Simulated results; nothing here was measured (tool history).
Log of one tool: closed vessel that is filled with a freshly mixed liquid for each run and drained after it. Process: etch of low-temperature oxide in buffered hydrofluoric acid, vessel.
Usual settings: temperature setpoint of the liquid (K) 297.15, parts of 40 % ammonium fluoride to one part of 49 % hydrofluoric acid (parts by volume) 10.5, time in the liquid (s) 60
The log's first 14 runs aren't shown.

run	day	temperature setpoint of the liquid (K)	parts of 40 % ammonium fluoride to one part of 49 % hydrofluoric acid (parts by volume)	time in the liquid (s)	wafers since the last listed run	hours since the thermometer was replaced	hours since the hydrofluoric acid flow meter was replaced	hours since the gauge calibration	read-back film thickness of the low-temperature oxide reference wafer, read on the same gauge (nm)	thickness taken off the low-temperature oxide on a monitor wafer (Å)
15	35.125	299.65	12.0	60	2904	1877.2	65.7	458.2	140.01	1513.3
16	36.442	297.15	10.5	60	2790	1908.8	97.3	489.8	140.00	1494.1
17	38.825	297.15	13.0	40	5050	1966.0	154.5	547.0	139.99	809.0
18	40.754	295.65	13.5	40	4087	2012.3	200.8	593.3	139.98	718.3
19	43.721	297.15	10.5	60	6286	2083.5	272.0	664.5	140.02	1494.3
20	45.462	295.65	6.5	35	3690	2125.3	313.8	706.3	139.99	1244.2
# day 45.629: thermometer replaced
21	48.383	299.15	10.5	50	6101	66.1	383.9	776.4	139.99	1418.3
22	49.450	301.15	10.5	60	2260	91.7	409.5	802.0	140.01	1880.7
23	50.683	297.15	10.5	60	2613	121.3	439.1	831.6	140.02	1503.1
24	53.308	293.65	10.5	80	5562	184.3	502.1	894.6	139.98	1649.0
25	54.512	297.15	12.0	90	2551	213.2	531.0	923.5	140.01	1976.3
26	56.933	295.65	13.0	50	5129	271.3	589.1	981.6	139.97	922.3
27	59.654	297.15	13.5	60	5765	336.6	654.4	1046.9	140.02	1174.1
28	61.229	297.15	10.5	60	3337	374.4	692.2	1084.7	140.00	1463.2
29	62.625	297.15	10.5	60	2957	407.9	725.7	1118.2	140.03	1473.7
30	64.229	297.15	10.5	60	3399	446.4	764.2	1156.7	140.00	1482.7
31	67.212	298.65	11.5	40	6321	518.0	835.8	1228.3	140.02	967.3
32	69.571	295.65	10.5	50	4997	574.6	892.4	1284.9	140.02	1117.8

4 ways to go on from here, each from the tool as it stands after run 32. What would each give?
A	69.600	297.15	10.5	60	61	575.3	893.1	1285.6	?	?
B	69.600	297.15	6.5	80	61	575.3	893.1	1285.6	?	?
C	69.600	300.65	10.5	60	61	575.3	893.1	1285.6	?	?
D	69.600	300.65	14.0	90	61	575.3	893.1	1285.6	?	?

run	read-back film thickness of the low-temperature oxide reference wafer, read on the same gauge (nm)	thickness taken off the low-temperature oxide on a monitor wafer (Å)
A	139.99	1447.1
B	139.99	3046.9
C	139.99	1748.3
D	139.99	1979.2
Without the tool's hidden state the same runs would have given:
run	thickness taken off the low-temperature oxide on a monitor wafer (Å)
A	1563.9
B	3270.3
C	1888.6
D	2139.1

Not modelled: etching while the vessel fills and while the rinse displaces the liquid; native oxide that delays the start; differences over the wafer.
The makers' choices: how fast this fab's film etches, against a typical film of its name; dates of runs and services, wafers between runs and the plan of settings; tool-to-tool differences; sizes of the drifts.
